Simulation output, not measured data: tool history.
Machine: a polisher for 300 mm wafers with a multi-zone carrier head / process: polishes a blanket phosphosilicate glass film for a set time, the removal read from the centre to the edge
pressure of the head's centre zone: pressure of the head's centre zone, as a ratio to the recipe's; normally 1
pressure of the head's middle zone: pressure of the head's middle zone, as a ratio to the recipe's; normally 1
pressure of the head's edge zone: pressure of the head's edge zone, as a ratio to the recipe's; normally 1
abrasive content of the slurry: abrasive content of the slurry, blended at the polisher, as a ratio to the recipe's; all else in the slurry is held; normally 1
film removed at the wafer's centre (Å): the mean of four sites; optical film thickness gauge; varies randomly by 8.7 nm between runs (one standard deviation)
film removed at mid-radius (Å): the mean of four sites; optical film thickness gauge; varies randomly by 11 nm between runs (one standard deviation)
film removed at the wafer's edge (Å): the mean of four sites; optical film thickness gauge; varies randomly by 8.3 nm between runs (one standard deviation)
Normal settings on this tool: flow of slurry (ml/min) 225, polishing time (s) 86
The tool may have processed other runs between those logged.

run     day  flow of slurry (ml/min)  pressure of the head's centre zone  pressure of the head's middle zone  pressure of the head's edge zone  abrasive content of the slurry  polishing time (s)  wafers since the last listed run  wafers polished on this pad  hours since the slurry nozzle was cleaned  hours since the centre zone pressure was calibrated  hours since the edge zone pressure was calibrated  hours since the carrier head's membrane was replaced  incoming thickness of the incoming film, nm  film removed at the wafer's centre (Å)  film removed at mid-radius (Å)  film removed at the wafer's edge (Å)
  1       0                      225                                   1                                   1                                 1                               1                  86                                 0                         3308                                      414.5                                                563.3                                              286.2                                                 283.9                                       3558.1                                    8349                            8416                                  8573
        0.7  -- worn pad replaced by a new one
  2   1.729                      225                                   1                                   1                                 1                               1                  86                               389                          256                                        456                                                604.8                                              327.7                                                 325.4                                       3560.9                                    8365                            8084                                  8677
  3   4.462                      225                                   1                                   1                                 1                               1                  86                               681                          937                                      521.6                                                670.4                                              393.3                                                   391                                       3526.8                                    8404                            8326                                  8621
      6.683  -- carrier head's membrane replaced by a new one
  4   6.754                      225                                   1                                   1                                 1                               1                  86                               519                         1457                                      576.6                                                725.4                                              448.3                                                   1.7                                       3525.3                                    8196                            8088                                  8591
  5   8.271                      225                                   1                                   1                                 1                               1                  86                               378                         1835                                        613                                                761.8                                              484.7                                                  38.1                                       3524.2                                    8511                            8403                                  8697
  6  11.125                      155                                   1                                   1                                 1                            1.15                  86                               711                         2547                                      681.5                                                830.3                                              553.2                                                 106.6                                       3509.8                                    8564                            8629                                  8997
     12.579  -- edge zone pressure recalibrated
  7  12.842                      225                                1.09                                   1                                 1                               1                  86                               407                         2954                                      722.7                                                871.5                                                6.3                                                 147.8                                       3562.8                                    9156                            8045                                  8626
     13.812  -- worn pad replaced by a new one
  8  15.179                      225                                1.05                                   1                                 1                            1.15                  86                               541                          340                                      778.8                                                927.6                                               62.4                                                 203.9                                       3564.6                                    9503                            9062                                  9291
     16.183  -- slurry nozzle cleaned
  9  17.354                      250                                0.93                                   1                                 1                               1                  86                               532                          872                                       28.1                                                979.8                                              114.6                                                 256.1                                       3512.9                                    7916                            8257                                  8612
 10  19.454                      225                                   1                                   1                                 1                               1                  86                               523                         1396                                       78.5                                               1030.2                                                165                                                 306.5                                       3522.6                                    8447                            8230                                  8646
 11  21.838                      225                                   1                                0.91                                 1                             1.2                 111                               594                         1990                                      135.7                                               1087.4                                              222.2                                                 363.7                                       3605.4                                   12092                           10833                                 12194
 12  22.858                      225                                   1                                   1                                 1                               1                  86                               254                         2245                                      160.2                                               1111.9                                              246.7                                                 388.2                                       3490.8                                    8396                            8040                                  8560
     23.596  -- centre zone pressure recalibrated
     24.971  -- carrier head's membrane replaced by a new one
 13  25.617                      225                                   1                                   1                                 1                               1                  86                               615                         2860                                      226.4                                                 48.5                                              312.9                                                  15.5                                       3529.9                                    8546                            8406                                  8427
 14  26.717                      225                                   1                                   1                                 1                            0.85                  86                               274                         3134                                      252.8                                                 74.9                                              339.3                                                  41.9                                       3570.9                                    7635                            7375                                  7822
      27.95  -- worn pad replaced by a new one
 15  27.971                      225                                   1                                   1                              1.09                            1.15                  86                               271                            5                                      282.9                                                  105                                              369.4                                                    72                                       3556.2                                    8993                            9012                                  9580
 16   29.05                      225                                1.07                                   1                              1.09                               1                  86                               269                          274                                      308.8                                                130.9                                              395.3                                                  97.9                                       3522.5                                    8990                            8175                                  8916
 17  30.946                      150                                 0.9                                1.04                                 1                               1                  86                               472                          747                                      354.3                                                176.4                                              440.8                                                 143.4                                       3536.2                                    7219                            8292                                  8195
 18  32.754                      225                                   1                                   1                                 1                               1                  86                               450                         1198                                      397.7                                                219.8                                              484.2                                                 186.8                                       3546.4                                    8332                            8303                                  8772
 19  34.521                      225                                   1                                 0.9                              1.11                               1                  86                               440                         1638                                      440.1                                                262.2                                              526.6                                                 229.2                                         3494                                    8291                            7798                                  8950
     35.488  -- edge zone pressure recalibrated
 20  35.617                      225                                   1                                   1                              0.93                               1                  86                               252                         1891                                      466.4                                                288.5                                                3.1                                                 255.5                                       3530.9                                    8370                            8208                                  8293
 21  38.146                      225                                1.03                                1.07                              1.05                               1                 109                               630                         2522                                      527.1                                                349.2                                               63.8                                                 316.2                                       3508.6                                   10976                           11250                                 11225

Branching from run 21: 4 alternative next runs. What would each branch give?
  A  38.162                      225                                   1                                   1                                 1                               1                  65                                 4                         2526                                      527.5                                                349.6                                               64.2                                                 316.6                                       3504.4                                       ?                               ?                                     ?
  B  38.162                      200                                   1                                   1                                 1                               1                  94                                 4                         2526                                      527.5                                                349.6                                               64.2                                                 316.6                                       3504.4                                       ?                               ?                                     ?
  C  38.162                      175                                0.92                                   1                              0.94                               1                  97                                 4                         2526                                      527.5                                                349.6                                               64.2                                                 316.6                                       3504.4                                       ?                               ?                                     ?
  D  38.162                      165                                   1                                   1                                 1                               1                  86                                 4                         2526                                      527.5                                                349.6                                               64.2                                                 316.6                                       3504.4                                       ?                               ?                                     ?

run  film removed at the wafer's centre (Å)  film removed at mid-radius (Å)  film removed at the wafer's edge (Å)
  A                                    6278                            6264                                  6473
  B                                    8961                            8952                                  9278
  C                                    8367                            9111                                  9279
  D                                    8010                            8022                                  8360
Stripped of hidden state, with their random variation kept, the same runs would have yielded:
run  film removed at the wafer's centre (Å)  film removed at mid-radius (Å)  film removed at the wafer's edge (Å)
  A                                    6278                            6264                                  6473
  B                                    8961                            8952                                  9278
  C                                    8367                            9111                                  9279
  D                                    8010                            8022                                  8360
